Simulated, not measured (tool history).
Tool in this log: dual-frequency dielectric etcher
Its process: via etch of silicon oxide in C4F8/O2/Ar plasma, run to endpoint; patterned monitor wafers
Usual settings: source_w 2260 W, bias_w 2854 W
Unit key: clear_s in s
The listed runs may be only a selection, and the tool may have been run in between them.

| run | hour | source_w | bias_w | wafers since the last listed run | hours since the last wet clean | hours since the last source power generator calibration | hours since the last bias power generator calibration | hours since the last upper electrode change | incoming incoming film thickness, nm | clear_s |
|---|---|---|---|---|---|---|---|---|---|---|
| 1 | 0 | 2260 | 2854 | 0 | 11.4 | 3853 | 1345 | 3914 | 772.3 | 148.7 |
| 2 | 31.8 | 2260 | 2854 | 212 | 43.2 | 3884.8 | 1376.8 | 3945.8 | 771.2 | 147.2 |
| 3 | 93.7 | 2260 | 2854 | 414 | 105.1 | 3946.7 | 1438.7 | 4007.7 | 779.2 | 152.4 |
| 4 | 150.4 | 2260 | 2854 | 379 | 161.8 | 4003.4 | 1495.4 | 4064.4 | 767.6 | 148.5 |
| 5 | 199.5 | 2260 | 2854 | 328 | 210.9 | 4052.5 | 1544.5 | 4113.5 | 776.1 | 150.6 |
| 6 | 401.9 | 2260 | 2854 | 1354 | 413.3 | 4254.9 | 1746.9 | 4315.9 | 770.5 | 152.6 |
|  | 452.3 | wet clean of the chamber |
| 7 | 465.4 | 2540 | 2327 | 264 | 13.1 | 4318.4 | 1810.4 | 4379.4 | 784.4 | 152.1 |
| 8 | 504.8 | 2540 | 2327 | 263 | 52.5 | 4357.8 | 1849.8 | 4418.8 | 775.7 | 150.9 |
| 9 | 554.9 | 2540 | 2327 | 335 | 102.6 | 4407.9 | 1899.9 | 4468.9 | 773.1 | 152.1 |
| 10 | 580.7 | 2260 | 2854 | 172 | 128.4 | 4433.7 | 1925.7 | 4494.7 | 768.1 | 148.6 |
| 11 | 617.5 | 2260 | 2854 | 246 | 165.2 | 4470.5 | 1962.5 | 4531.5 | 767.3 | 148.2 |
| 12 | 686.3 | 2130 | 2854 | 460 | 234 | 4539.3 | 2031.3 | 4600.3 | 779.1 | 154.3 |
| 13 | 734 | 2260 | 2854 | 319 | 281.7 | 4587 | 2079 | 4648 | 779.4 | 151.6 |
| 14 | 804.7 | 2260 | 3396 | 473 | 352.4 | 4657.7 | 2149.7 | 4718.7 | 764 | 140.6 |
|  | 861.8 | wet clean of the chamber |
| 15 | 966.3 | 2260 | 2854 | 920 | 104.5 | 4819.3 | 2311.3 | 4880.3 | 768.3 | 146 |
|  | 1018.3 | bias power generator calibrated |
| 16 | 1154 | 2260 | 2854 | 1229 | 292.2 | 5007 | 135.7 | 5068 | 773.9 | 151.2 |
| 17 | 1179.5 | 2260 | 2854 | 170 | 317.7 | 5032.5 | 161.2 | 5093.5 | 762.1 | 149.2 |
|  | 1210.3 | upper electrode replaced, of another model than before |
| 18 | 1220.4 | 2740 | 3039 | 113 | 358.6 | 5073.4 | 202.1 | 10.1 | 771.3 | 132.8 |
|  | 1264.5 | source power generator calibrated |
| 19 | 1285.8 | 2260 | 2854 | 410 | 424 | 21.3 | 267.5 | 75.5 | 768.7 | 150.2 |
|  | 1314.2 | wet clean of the chamber |
| 20 | 1317.3 | 2260 | 3550 | 50 | 3.1 | 52.8 | 299 | 107 | 769.3 | 139.8 |
| 21 | 1346.8 | 2260 | 2854 | 197 | 32.6 | 82.3 | 328.5 | 136.5 | 765.7 | 146.3 |
| 22 | 1401.2 | 1820 | 3527 | 364 | 87 | 136.7 | 382.9 | 190.9 | 768.7 | 158.8 |
| 23 | 1536.6 | 2070 | 2293 | 906 | 222.4 | 272.1 | 518.3 | 326.3 | 770.5 | 165.8 |
| 24 | 1600.9 | 2560 | 3089 | 430 | 286.7 | 336.4 | 582.6 | 390.6 | 762.1 | 136.6 |
| 25 | 1656.1 | 2560 | 3095 | 369 | 341.9 | 391.6 | 637.8 | 445.8 | 771.6 | 139.5 |
|  | 1707.9 | wet clean of the chamber |
| 26 | 1708.4 | 2260 | 2854 | 189 | 0.5 | 443.9 | 690.1 | 498.1 | 766.5 | 144 |
| 27 | 1732.9 | 2260 | 2854 | 163 | 25 | 468.4 | 714.6 | 522.6 | 768.1 | 146.4 |
| 28 | 1798.1 | 2010 | 2149 | 436 | 90.2 | 533.6 | 779.8 | 587.8 | 776.9 | 170 |
| 29 | 1854.9 | 2020 | 2854 | 380 | 147 | 590.4 | 836.6 | 644.6 | 776.8 | 160.3 |
| 30 | 1902.2 | 2710 | 2854 | 316 | 194.3 | 637.7 | 883.9 | 691.9 | 766.6 | 133.4 |

For run 31, what comes out?
| 31 | 1951.3 | 2260 | 2854 | 328 | 243.4 | 686.8 | 933 | 741 | 779.4 | ? |

clear_s: 149.2 s
Minus the tool's unlogged condition, the same run would have read clear_s 147 s.
